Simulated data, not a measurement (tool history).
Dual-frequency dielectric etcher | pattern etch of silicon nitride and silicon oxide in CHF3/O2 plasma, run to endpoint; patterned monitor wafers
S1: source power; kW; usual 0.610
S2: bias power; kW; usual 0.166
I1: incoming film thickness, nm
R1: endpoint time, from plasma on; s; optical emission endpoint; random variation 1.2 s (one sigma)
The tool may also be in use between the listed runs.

Run 1, day 0.000: usual settings but S1 0.710 kW; I1 202.3. Result: R1 151.5 s.
Run 2, day 0.425: usual settings but S1 0.710 kW; I1 200.7. Result: R1 151.7 s.
Run 3, day 0.712: usual settings but S2 0.135 kW; I1 201.8. Result: R1 177.3 s.
Run 4, day 1.329: usual settings; I1 202.3. Result: R1 159.0 s.
Run 5, day 1.675: usual settings; I1 201.1. Result: R1 160.0 s.
Run 6, day 2.100: usual settings but S1 0.510 kW, S2 0.157 kW; I1 201.4. Result: R1 174.6 s.
Run 7, day 2.562: usual settings but S1 0.510 kW, S2 0.157 kW; I1 200.8. Result: R1 174.6 s.
Run 8, day 3.567: usual settings; I1 200.1. Result: R1 160.4 s.
Run 9, day 3.925: usual settings; I1 200.2. Result: R1 161.1 s.
At day 5.225: upper electrode replaced.
At day 5.942: wet clean of the chamber.
Run 10, day 5.962: usual settings; I1 201.1. Result: R1 154.9 s.
Run 11, day 5.975: usual settings but S1 0.530 kW; I1 202.6. Result: R1 160.0 s.
Run 12, day 5.992: usual settings but S1 0.530 kW; I1 202.2. Result: R1 160.4 s.
Run 13, day 6.008: usual settings but S1 0.530 kW; I1 199.3. Result: R1 157.8 s.
Run 14, day 6.071: usual settings; I1 201.4. Result: R1 152.9 s.
Run 15, day 6.546: usual settings; I1 200.4. Result: R1 151.3 s.
At day 6.879: source power generator calibrated.
Run 16, day 7.246: usual settings but S1 0.670 kW; I1 203.2. Result: R1 149.6 s.
At day 7.462: bias power generator calibrated.
Run 17, day 7.521: usual settings but S1 0.540 kW, S2 0.198 kW; I1 203.6. Result: R1 148.1 s.
Run 18, day 8.238: usual settings; I1 201.1. Result: R1 153.8 s.
Run 19, day 8.533: usual settings but S1 0.480 kW; I1 200.1. Result: R1 161.7 s.
Run 20, day 8.804: usual settings but S2 0.155 kW; I1 204.4. Result: R1 162.1 s.
Run 21, day 9.338: usual settings but S1 0.650 kW, S2 0.179 kW; I1 201.1. Result: R1 146.7 s.
Run 22, day 10.012: usual settings; I1 202.8. Result: R1 157.3 s.
Run 23, day 10.438: usual settings but S2 0.206 kW; I1 202.0. Result: R1 139.3 s.
Run 24, day 11.121: usual settings but S1 0.480 kW, S2 0.207 kW; I1 200.5. Result: R1 150.8 s.
Run 25, day 11.700: usual settings but S1 0.460 kW, S2 0.196 kW; I1 202.1. Result: R1 159.5 s.
Run 26, day 12.212: usual settings but S1 0.510 kW, S2 0.196 kW; I1 201.8. Result: R1 152.2 s.
Run 27, day 12.692: usual settings but S1 0.480 kW, S2 0.182 kW; I1 202.8. Result: R1 160.8 s.
Run 28, day 13.096: usual settings but S1 0.460 kW, S2 0.129 kW; I1 200.2. Result: R1 192.0 s.
Run 29, day 13.471: usual settings but S1 0.690 kW, S2 0.127 kW; I1 200.5. Result: R1 170.1 s.
Run 30, day 13.788: usual settings but S2 0.131 kW; I1 203.9. Result: R1 176.6 s.
Run 31, day 15.679: usual settings but S2 0.186 kW; I1 202.3. Result: R1 147.0 s.
Run 32, day 15.971: usual settings but S1 0.650 kW, S2 0.196 kW; I1 202.6. Result: R1 143.4 s.
Run 33, day 16.671: usual settings but S1 0.540 kW, S2 0.198 kW; I1 201.8. Result: R1 148.4 s.

Forecast each of these 3 alternatives for the next run:
Run A, day 16.692: usual settings; I1 200.9. Result: R1 ?.
Run B, day 16.692: usual settings but S1 0.570 kW; I1 200.9. Result: R1 ?.
Run C, day 16.692: usual settings but S1 0.470 kW, S2 0.128 kW; I1 200.9. Result: R1 ?.

run     R1
  A  157.5
  B  160.8
  C  193.9
Without the tool's hidden state the same runs would have given:
run     R1
  A  154.8
  B  158.0
  C  190.5
